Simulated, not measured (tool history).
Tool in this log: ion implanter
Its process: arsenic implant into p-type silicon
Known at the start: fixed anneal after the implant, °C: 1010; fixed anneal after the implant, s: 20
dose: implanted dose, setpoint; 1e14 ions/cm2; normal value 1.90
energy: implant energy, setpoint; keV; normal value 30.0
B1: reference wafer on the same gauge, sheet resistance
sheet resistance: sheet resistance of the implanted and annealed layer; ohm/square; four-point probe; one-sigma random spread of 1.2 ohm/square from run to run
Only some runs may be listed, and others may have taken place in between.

{"run": 1, "hour": 0.0, "dose": 1.9, "energy": 30.0, "B1": 332.07, "sheet resistance": 410.52}
{"run": 2, "hour": 58.3, "dose": 1.9, "energy": 30.0, "B1": 332.3, "sheet resistance": 412.11}
{"hour": 124.1, "done": "Faraday cup replaced and dose calibrated"}
{"run": 3, "hour": 124.6, "dose": 1.9, "energy": 30.0, "B1": 331.69, "sheet resistance": 410.99}
{"run": 4, "hour": 183.5, "dose": 1.9, "energy": 30.0, "B1": 331.85, "sheet resistance": 410.62}
{"run": 5, "hour": 224.5, "dose": 1.9, "energy": 30.0, "B1": 331.95, "sheet resistance": 411.3}
{"run": 6, "hour": 302.1, "dose": 1.9, "energy": 30.0, "B1": 331.94, "sheet resistance": 412.45}
{"run": 7, "hour": 355.4, "dose": 2.14, "energy": 30.0, "B1": 331.92, "sheet resistance": 378.02}
{"run": 8, "hour": 443.9, "dose": 1.9, "energy": 30.0, "B1": 331.77, "sheet resistance": 412.12}
{"run": 9, "hour": 517.2, "dose": 1.9, "energy": 30.0, "B1": 332.01, "sheet resistance": 411.99}
{"run": 10, "hour": 593.6, "dose": 1.9, "energy": 30.0, "B1": 331.72, "sheet resistance": 410.58}
{"hour": 619.2, "done": "gauge calibrated"}
{"run": 11, "hour": 631.4, "dose": 1.9, "energy": 30.0, "B1": 331.99, "sheet resistance": 408.5}
{"run": 12, "hour": 707.5, "dose": 1.9, "energy": 30.0, "B1": 332.17, "sheet resistance": 413.36}
{"run": 13, "hour": 758.2, "dose": 1.9, "energy": 30.0, "B1": 332.27, "sheet resistance": 412.52}
{"run": 14, "hour": 798.4, "dose": 1.9, "energy": 30.0, "B1": 331.81, "sheet resistance": 411.24}
{"run": 15, "hour": 900.8, "dose": 1.56, "energy": 39.0, "B1": 331.77, "sheet resistance": 452.5}
{"run": 16, "hour": 965.7, "dose": 2.2, "energy": 26.0, "B1": 332.16, "sheet resistance": 378.38}
{"hour": 975.5, "done": "extraction supply calibrated"}
{"hour": 1007.7, "done": "Faraday cup replaced and dose calibrated"}
{"run": 17, "hour": 1023.9, "dose": 1.68, "energy": 30.0, "B1": 331.96, "sheet resistance": 449.27}
{"run": 18, "hour": 1069.5, "dose": 1.9, "energy": 30.0, "B1": 331.93, "sheet resistance": 408.58}
{"run": 19, "hour": 1159.2, "dose": 2.4, "energy": 34.5, "B1": 331.85, "sheet resistance": 337.35}
{"run": 20, "hour": 1224.9, "dose": 1.9, "energy": 30.0, "B1": 331.49, "sheet resistance": 408.5}
{"run": 21, "hour": 1268.0, "dose": 1.35, "energy": 34.5, "B1": 331.79, "sheet resistance": 513.16}
{"run": 22, "hour": 1358.5, "dose": 1.9, "energy": 23.0, "B1": 332.1, "sheet resistance": 428.19}
{"run": 23, "hour": 1414.7, "dose": 1.5, "energy": 39.5, "B1": 332.02, "sheet resistance": 465.35}
{"run": 24, "hour": 1467.0, "dose": 1.9, "energy": 30.0, "B1": 332.12, "sheet resistance": 410.64}
{"run": 25, "hour": 1542.6, "dose": 1.53, "energy": 30.0, "B1": 331.93, "sheet resistance": 481.17}
{"run": 26, "hour": 1592.4, "dose": 1.64, "energy": 38.5, "B1": 331.97, "sheet resistance": 440.39}
{"run": 27, "hour": 1662.8, "dose": 1.74, "energy": 24.5, "B1": 331.87, "sheet resistance": 452.39}
{"run": 28, "hour": 1730.7, "dose": 1.43, "energy": 38.0, "B1": 332.1, "sheet resistance": 482.66}
{"run": 29, "hour": 1770.3, "dose": 1.9, "energy": 30.0, "B1": 332.04, "sheet resistance": 411.95}
{"run": 30, "hour": 1842.5, "dose": 1.9, "energy": 30.0, "B1": 331.8, "sheet resistance": 413.94}
{"run": 31, "hour": 1927.6, "dose": 1.42, "energy": 40.5, "B1": 331.68, "sheet resistance": 482.17}

What does the tool deliver on the next run?
{"run": 32, "hour": 2020.6, "dose": 1.9, "energy": 30.0, "B1": "?", "sheet resistance": "?"}

Run 32 yielded B1 332.24, sheet resistance 412.74 ohm/square.
The same run, on a tool lacking any hidden state, would have yielded sheet resistance 412.74 ohm/square.
